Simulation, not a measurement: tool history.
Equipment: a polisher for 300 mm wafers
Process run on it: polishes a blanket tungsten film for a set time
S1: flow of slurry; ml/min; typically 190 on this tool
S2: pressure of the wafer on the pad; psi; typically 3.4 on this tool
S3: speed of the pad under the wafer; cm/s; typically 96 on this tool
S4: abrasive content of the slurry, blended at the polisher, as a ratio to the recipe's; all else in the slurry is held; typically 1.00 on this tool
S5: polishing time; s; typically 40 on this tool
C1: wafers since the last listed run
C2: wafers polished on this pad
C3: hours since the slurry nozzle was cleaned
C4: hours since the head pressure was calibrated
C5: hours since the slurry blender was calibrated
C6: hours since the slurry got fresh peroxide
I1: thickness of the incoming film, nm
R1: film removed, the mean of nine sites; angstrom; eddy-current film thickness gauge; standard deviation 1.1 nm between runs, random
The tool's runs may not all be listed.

Run 1, hour 0.0: usual settings but S2 3.0 psi, S3 114 cm/s; C1 0; C2 2408; C3 156.3; C4 886.1; C5 324.6; C6 741.6; I1 1241.2. Result: R1 1606 angstrom.
At hour 47.3: slurry tank refilled with fresh slurry and peroxide.
Run 2, hour 261.7: usual settings but S2 3.0 psi, S3 114 cm/s; C1 1830; C2 4239; C3 418.0; C4 1147.8; C5 586.3; C6 214.4; I1 1231.9. Result: R1 1516 angstrom.
At hour 295.2: worn pad replaced by a new one.
Run 3, hour 319.4: usual settings but S2 3.0 psi; C1 377; C2 169; C3 475.7; C4 1205.5; C5 644.0; C6 272.1; I1 1241.3. Result: R1 1336 angstrom.
Run 4, hour 378.2: usual settings but S1 240 ml/min, S2 4.0 psi, S5 52 s; C1 412; C2 582; C3 534.5; C4 1264.3; C5 702.8; C6 330.9; I1 1228.7. Result: R1 2184 angstrom.
Run 5, hour 434.0: usual settings but S3 76 cm/s, S4 1.20; C1 391; C2 974; C3 590.3; C4 1320.1; C5 758.6; C6 386.7; I1 1205.7. Result: R1 1176 angstrom.
Run 6, hour 475.5: usual settings but S2 2.6 psi, S3 126 cm/s; C1 291; C2 1265; C3 631.8; C4 1361.6; C5 800.1; C6 428.2; I1 1206.2. Result: R1 1554 angstrom.
At hour 499.3: slurry blender recalibrated.
Run 7, hour 517.0: usual settings but S5 52 s; C1 277; C2 1543; C3 673.3; C4 1403.1; C5 17.7; C6 469.7; I1 1238.1. Result: R1 1971 angstrom.
At hour 561.3: slurry nozzle cleaned.
At hour 566.0: head pressure recalibrated.
Run 8, hour 620.1: usual settings but S4 0.80; C1 702; C2 2246; C3 58.8; C4 54.1; C5 120.8; C6 572.8; I1 1211.3. Result: R1 1432 angstrom.
Run 9, hour 710.0: usual settings but S1 225 ml/min, S4 1.30, S5 54 s; C1 631; C2 2877; C3 148.7; C4 144.0; C5 210.7; C6 662.7; I1 1206.8. Result: R1 2116 angstrom.
Run 10, hour 803.5: usual settings; C1 656; C2 3533; C3 242.2; C4 237.5; C5 304.2; C6 756.2; I1 1235.4. Result: R1 1444 angstrom.
At hour 831.4: slurry tank refilled with fresh slurry and peroxide.
Run 11, hour 840.1: usual settings but S1 165 ml/min, S3 64 cm/s, S4 1.20, S5 51 s; C1 249; C2 3783; C3 278.8; C4 274.1; C5 340.8; C6 8.7; I1 1238.5. Result: R1 1220 angstrom.
Run 12, hour 900.4: usual settings but S3 72 cm/s; C1 423; C2 4207; C3 339.1; C4 334.4; C5 401.1; C6 69.0; I1 1229.4. Result: R1 1057 angstrom.
Run 13, hour 969.3: usual settings but S1 130 ml/min, S4 1.30, S5 48 s; C1 483; C2 4690; C3 408.0; C4 403.3; C5 470.0; C6 137.9; I1 1236.5. Result: R1 1602 angstrom.
At hour 984.2: worn pad replaced by a new one.
Run 14, hour 1012.2: usual settings but S1 125 ml/min, S2 2.9 psi, S5 29 s; C1 273; C2 196; C3 450.9; C4 446.2; C5 512.9; C6 180.8; I1 1228.3. Result: R1 867 angstrom.
Run 15, hour 1108.2: usual settings but S1 235 ml/min, S2 2.4 psi, S3 122 cm/s, S5 46 s; C1 674; C2 871; C3 546.9; C4 542.2; C5 608.9; C6 276.8; I1 1237.5. Result: R1 1716 angstrom.
Run 16, hour 1200.5: usual settings but S3 74 cm/s, S4 0.85; C1 648; C2 1519; C3 639.2; C4 634.5; C5 701.2; C6 369.1; I1 1216.9. Result: R1 1066 angstrom.
Run 17, hour 1263.5: usual settings but S2 2.6 psi, S5 28 s; C1 442; C2 1961; C3 702.2; C4 697.5; C5 764.2; C6 432.1; I1 1232.1. Result: R1 824 angstrom.
At hour 1296.5: slurry blender recalibrated.
Run 18, hour 1343.5: usual settings; C1 547; C2 2509; C3 782.2; C4 777.5; C5 47.0; C6 512.1; I1 1232.7. Result: R1 1470 angstrom.
At hour 1398.0: slurry nozzle cleaned.
Run 19, hour 1438.0: usual settings but S1 235 ml/min, S3 86 cm/s; C1 656; C2 3165; C3 40.0; C4 872.0; C5 141.5; C6 606.6; I1 1235.0. Result: R1 1351 angstrom.
Run 20, hour 1505.2: usual settings but S1 145 ml/min, S2 3.0 psi, S3 126 cm/s, S4 1.15; C1 471; C2 3637; C3 107.2; C4 939.2; C5 208.7; C6 673.8; I1 1223.2. Result: R1 1681 angstrom.
Run 21, hour 1547.3: usual settings; C1 295; C2 3933; C3 149.3; C4 981.3; C5 250.8; C6 715.9; I1 1247.2. Result: R1 1409 angstrom.
At hour 1589.7: slurry tank refilled with fresh slurry and peroxide.
Run 22, hour 1624.1: usual settings but S3 68 cm/s; C1 532; C2 4465; C3 226.1; C4 1058.1; C5 327.6; C6 34.4; I1 1230.4. Result: R1 994 angstrom.
Run 23, hour 1696.7: usual settings but S1 145 ml/min, S2 3.0 psi, S3 126 cm/s, S4 1.15; C1 509; C2 4975; C3 298.7; C4 1130.7; C5 400.2; C6 107.0; I1 1231.0. Result: R1 1617 angstrom.
At hour 1715.9: worn pad replaced by a new one.
Run 24, hour 1791.0: usual settings; C1 634; C2 527; C3 393.0; C4 1225.0; C5 494.5; C6 201.3; I1 1239.8. Result: R1 1448 angstrom.
At hour 1878.1: head pressure recalibrated.
Run 25, hour 1879.0: usual settings but S1 225 ml/min, S3 74 cm/s, S5 47 s; C1 603; C2 1131; C3 481.0; C4 0.9; C5 582.5; C6 289.3; I1 1232.0. Result: R1 1327 angstrom.

Branching from run 25: 5 alternative next runs. What would each branch give?
Run A, hour 1879.4: usual settings but S2 2.3 psi; C1 2; C2 1133; C3 481.4; C4 1.3; C5 582.9; C6 289.7; I1 1228.4. Result: R1 ?.
Run B, hour 1879.4: usual settings but S2 4.0 psi, S5 28 s; C1 2; C2 1133; C3 481.4; C4 1.3; C5 582.9; C6 289.7; I1 1228.4. Result: R1 ?.
Run C, hour 1879.4: usual settings but S3 118 cm/s, S5 33 s; C1 2; C2 1133; C3 481.4; C4 1.3; C5 582.9; C6 289.7; I1 1228.4. Result: R1 ?.
Run D, hour 1879.4: usual settings but S2 3.7 psi, S5 50 s; C1 2; C2 1133; C3 481.4; C4 1.3; C5 582.9; C6 289.7; I1 1228.4. Result: R1 ?.
Run E, hour 1879.4: usual settings but S1 210 ml/min, S3 70 cm/s, S4 1.20; C1 2; C2 1133; C3 481.4; C4 1.3; C5 582.9; C6 289.7; I1 1228.4. Result: R1 ?.

run    R1
  A  1104
  B  1133
  C  1457
  D  1909
  E  1094
Had the tool no hidden state, the same runs would have come out as:
run    R1
  A  1178
  B  1209
  C  1555
  D  2038
  E  1169

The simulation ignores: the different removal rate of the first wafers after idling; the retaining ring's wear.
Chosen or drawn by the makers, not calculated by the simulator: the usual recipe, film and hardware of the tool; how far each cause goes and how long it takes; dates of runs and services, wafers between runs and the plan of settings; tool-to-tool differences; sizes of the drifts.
